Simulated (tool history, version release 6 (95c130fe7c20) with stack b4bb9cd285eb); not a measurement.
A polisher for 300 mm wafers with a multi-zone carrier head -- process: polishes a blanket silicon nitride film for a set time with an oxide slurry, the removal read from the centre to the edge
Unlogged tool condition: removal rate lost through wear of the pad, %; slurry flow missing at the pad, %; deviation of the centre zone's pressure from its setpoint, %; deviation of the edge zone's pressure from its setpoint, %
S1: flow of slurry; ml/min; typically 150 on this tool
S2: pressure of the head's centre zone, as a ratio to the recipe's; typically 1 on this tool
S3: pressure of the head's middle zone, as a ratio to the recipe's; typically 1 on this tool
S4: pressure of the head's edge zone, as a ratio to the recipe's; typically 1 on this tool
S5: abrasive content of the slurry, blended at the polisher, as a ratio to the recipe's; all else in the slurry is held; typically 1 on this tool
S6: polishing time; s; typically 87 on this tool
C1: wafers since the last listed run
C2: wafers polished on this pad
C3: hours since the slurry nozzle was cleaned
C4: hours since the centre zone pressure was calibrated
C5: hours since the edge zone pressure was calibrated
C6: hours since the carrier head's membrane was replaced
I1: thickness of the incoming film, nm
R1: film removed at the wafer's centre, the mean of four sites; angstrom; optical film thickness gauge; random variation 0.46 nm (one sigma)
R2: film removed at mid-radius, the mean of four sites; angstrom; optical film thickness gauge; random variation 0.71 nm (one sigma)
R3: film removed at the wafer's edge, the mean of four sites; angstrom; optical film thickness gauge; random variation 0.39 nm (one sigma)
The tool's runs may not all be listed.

| run | hour | S1 | S2 | S3 | S4 | S5 | S6 | C1 | C2 | C3 | C4 | C5 | C6 | I1 | R1 | R2 | R3 |
|---|---|---|---|---|---|---|---|---|---|---|---|---|---|---|---|---|---|
| 1 | 0 | 150 | 1 | 1 | 1 | 1 | 87 | 0 | 868 | 684.2 | 1191.8 | 236.8 | 703 | 425.5 | 534 | 565 | 527 |
| 2 | 16 | 130 | 0.94 | 1 | 1 | 1 | 87 | 149 | 1018 | 700.2 | 1207.8 | 252.8 | 719 | 430.4 | 495 | 530 | 519 |
| 3 | 26 | 130 | 0.94 | 1 | 1 | 1 | 87 | 93 | 1112 | 710.2 | 1217.8 | 262.8 | 729 | 430.2 | 490 | 542 | 515 |
| 4 | 41.2 | 150 | 1 | 1 | 1 | 1 | 87 | 142 | 1254 | 725.4 | 1233 | 278 | 744.2 | 423.1 | 532 | 539 | 515 |
|  | 45.6 | worn pad replaced by a new one, of another model than before |
| 5 | 48.1 | 150 | 1 | 1 | 1 | 1 | 87 | 27 | 23 | 732.3 | 1239.9 | 284.9 | 751.1 | 427 | 548 | 568 | 542 |
| 6 | 64.7 | 150 | 1 | 1 | 1 | 1 | 87 | 155 | 178 | 748.9 | 1256.5 | 301.5 | 767.7 | 425.3 | 546 | 568 | 544 |
| 7 | 73.6 | 150 | 1 | 1 | 0.95 | 1 | 87 | 83 | 262 | 757.8 | 1265.4 | 310.4 | 776.6 | 433 | 540 | 569 | 535 |
|  | 84.4 | centre zone pressure recalibrated |
| 8 | 84.9 | 150 | 1 | 1 | 0.95 | 1 | 87 | 87 | 349 | 769.1 | 0.5 | 321.7 | 787.9 | 430.8 | 547 | 574 | 522 |
|  | 102.6 | edge zone pressure recalibrated |
| 9 | 114.8 | 150 | 1 | 1 | 1 | 1 | 106 | 261 | 610 | 799 | 30.4 | 12.2 | 817.8 | 429.3 | 672 | 679 | 652 |
| 10 | 123 | 150 | 1 | 1 | 1 | 1 | 87 | 76 | 687 | 807.2 | 38.6 | 20.4 | 826 | 425.9 | 536 | 558 | 537 |
| 11 | 131.3 | 150 | 1 | 1 | 1 | 1.2 | 87 | 77 | 764 | 815.5 | 46.9 | 28.7 | 834.3 | 429.4 | 587 | 602 | 565 |
| 12 | 141.6 | 150 | 1 | 0.95 | 1 | 1 | 87 | 96 | 861 | 825.8 | 57.2 | 39 | 844.6 | 422.5 | 537 | 533 | 537 |
| 13 | 153.5 | 150 | 1 | 1 | 1 | 1 | 87 | 111 | 972 | 837.7 | 69.1 | 50.9 | 856.5 | 425.7 | 533 | 547 | 529 |
|  | 160.2 | worn pad replaced by a new one |
| 14 | 170.3 | 185 | 1 | 1 | 1 | 1.3 | 87 | 119 | 94 | 854.5 | 85.9 | 67.7 | 873.3 | 423 | 630 | 633 | 609 |
|  | 183.4 | slurry nozzle cleaned |
|  | 184.1 | carrier head's membrane replaced by a new one |
| 15 | 186.9 | 150 | 1 | 1 | 1 | 1 | 60 | 140 | 234 | 3.5 | 102.5 | 84.3 | 2.8 | 433.5 | 377 | 388 | 379 |
| 16 | 202.9 | 170 | 1 | 1 | 0.92 | 1 | 111 | 149 | 384 | 19.5 | 118.5 | 100.3 | 18.8 | 429.2 | 718 | 730 | 673 |
| 17 | 219.6 | 150 | 1 | 1 | 1 | 0.75 | 107 | 156 | 540 | 36.2 | 135.2 | 117 | 35.5 | 437.1 | 595 | 607 | 603 |
| 18 | 237.6 | 180 | 1 | 1 | 1 | 0.7 | 87 | 168 | 709 | 54.2 | 153.2 | 135 | 53.5 | 431.4 | 483 | 490 | 472 |
| 19 | 250 | 150 | 1 | 1 | 1 | 1 | 87 | 116 | 825 | 66.6 | 165.6 | 147.4 | 65.9 | 429.6 | 540 | 558 | 532 |
| 20 | 257.6 | 190 | 0.88 | 1 | 1.07 | 1 | 115 | 71 | 896 | 74.2 | 173.2 | 155 | 73.5 | 432.3 | 653 | 733 | 748 |
| 21 | 266.4 | 130 | 0.94 | 1 | 1 | 1 | 87 | 82 | 979 | 83 | 182 | 163.8 | 82.3 | 438.7 | 497 | 551 | 526 |

What if the next run were any one of these 5? Each begins from the tool's condition after run 21:
| A | 266.9 | 150 | 1 | 1 | 1 | 1 | 87 | 4 | 983 | 83.5 | 182.5 | 164.3 | 82.8 | 426.3 | ? | ? | ? |
| B | 266.9 | 150 | 1 | 0.9 | 1 | 1.1 | 87 | 4 | 983 | 83.5 | 182.5 | 164.3 | 82.8 | 426.3 | ? | ? | ? |
| C | 266.9 | 150 | 1 | 0.96 | 1 | 1 | 87 | 4 | 983 | 83.5 | 182.5 | 164.3 | 82.8 | 426.3 | ? | ? | ? |
| D | 266.9 | 150 | 0.91 | 0.89 | 0.93 | 1.25 | 87 | 4 | 983 | 83.5 | 182.5 | 164.3 | 82.8 | 426.3 | ? | ? | ? |
| E | 266.9 | 150 | 1 | 0.9 | 1 | 0.75 | 87 | 4 | 983 | 83.5 | 182.5 | 164.3 | 82.8 | 426.3 | ? | ? | ? |

| run | R1 | R2 | R3 |
|---|---|---|---|
| A | 541 | 550 | 532 |
| B | 560 | 522 | 551 |
| C | 541 | 532 | 532 |
| D | 536 | 541 | 557 |
| E | 484 | 451 | 477 |
What these runs would have given with no unlogged condition in the tool:
| run | R1 | R2 | R3 |
|---|---|---|---|
| A | 558 | 567 | 548 |
| B | 577 | 538 | 568 |
| C | 558 | 548 | 549 |
| D | 553 | 558 | 575 |
| E | 500 | 465 | 492 |
